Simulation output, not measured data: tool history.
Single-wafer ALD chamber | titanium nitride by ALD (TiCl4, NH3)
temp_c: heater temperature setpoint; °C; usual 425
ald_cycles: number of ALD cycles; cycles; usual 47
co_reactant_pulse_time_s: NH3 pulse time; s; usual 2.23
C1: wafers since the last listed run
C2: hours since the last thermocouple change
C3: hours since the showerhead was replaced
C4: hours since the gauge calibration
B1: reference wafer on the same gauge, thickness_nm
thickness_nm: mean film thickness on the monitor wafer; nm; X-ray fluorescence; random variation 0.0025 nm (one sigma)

{"run": 1, "hour": 0.0, "temp_c": 434, "ald_cycles": 47, "co_reactant_pulse_time_s": 2.23, "C1": 0, "C2": 1631.2, "C3": 7584.8, "C4": 328.6, "B1": 0.823, "thickness_nm": 0.983}
{"run": 2, "hour": 15.0, "temp_c": 425, "ald_cycles": 47, "co_reactant_pulse_time_s": 2.23, "C1": 95, "C2": 1646.2, "C3": 7599.8, "C4": 343.6, "B1": 0.822, "thickness_nm": 0.98}
{"run": 3, "hour": 47.0, "temp_c": 425, "ald_cycles": 47, "co_reactant_pulse_time_s": 2.23, "C1": 203, "C2": 1678.2, "C3": 7631.8, "C4": 375.6, "B1": 0.821, "thickness_nm": 0.985}
{"hour": 113.7, "done": "gauge calibrated"}
{"run": 4, "hour": 145.7, "temp_c": 416, "ald_cycles": 47, "co_reactant_pulse_time_s": 2.23, "C1": 628, "C2": 1776.9, "C3": 7730.5, "C4": 32.0, "B1": 0.83, "thickness_nm": 0.991}
{"run": 5, "hour": 168.0, "temp_c": 437, "ald_cycles": 47, "co_reactant_pulse_time_s": 2.23, "C1": 141, "C2": 1799.2, "C3": 7752.8, "C4": 54.3, "B1": 0.829, "thickness_nm": 0.989}
{"run": 6, "hour": 188.6, "temp_c": 437, "ald_cycles": 47, "co_reactant_pulse_time_s": 2.23, "C1": 131, "C2": 1819.8, "C3": 7773.4, "C4": 74.9, "B1": 0.829, "thickness_nm": 0.99}
{"run": 7, "hour": 296.4, "temp_c": 425, "ald_cycles": 47, "co_reactant_pulse_time_s": 2.23, "C1": 685, "C2": 1927.6, "C3": 7881.2, "C4": 182.7, "B1": 0.824, "thickness_nm": 0.989}
{"run": 8, "hour": 319.0, "temp_c": 425, "ald_cycles": 47, "co_reactant_pulse_time_s": 2.23, "C1": 143, "C2": 1950.2, "C3": 7903.8, "C4": 205.3, "B1": 0.824, "thickness_nm": 0.985}
{"run": 9, "hour": 347.9, "temp_c": 425, "ald_cycles": 47, "co_reactant_pulse_time_s": 2.23, "C1": 183, "C2": 1979.1, "C3": 7932.7, "C4": 234.2, "B1": 0.823, "thickness_nm": 0.989}
{"run": 10, "hour": 382.0, "temp_c": 425, "ald_cycles": 47, "co_reactant_pulse_time_s": 2.23, "C1": 216, "C2": 2013.2, "C3": 7966.8, "C4": 268.3, "B1": 0.822, "thickness_nm": 0.984}

The next listed run, before its measurement:
{"run": 11, "hour": 417.7, "temp_c": 434, "ald_cycles": 55, "co_reactant_pulse_time_s": 2.23, "C1": 227, "C2": 2048.9, "C3": 8002.5, "C4": 304.0, "B1": "?", "thickness_nm": "?"}

Run 11 gave B1 0.821, thickness_nm 1.154 nm.
Without the tool's hidden state the same run would have given thickness_nm 1.172 nm.
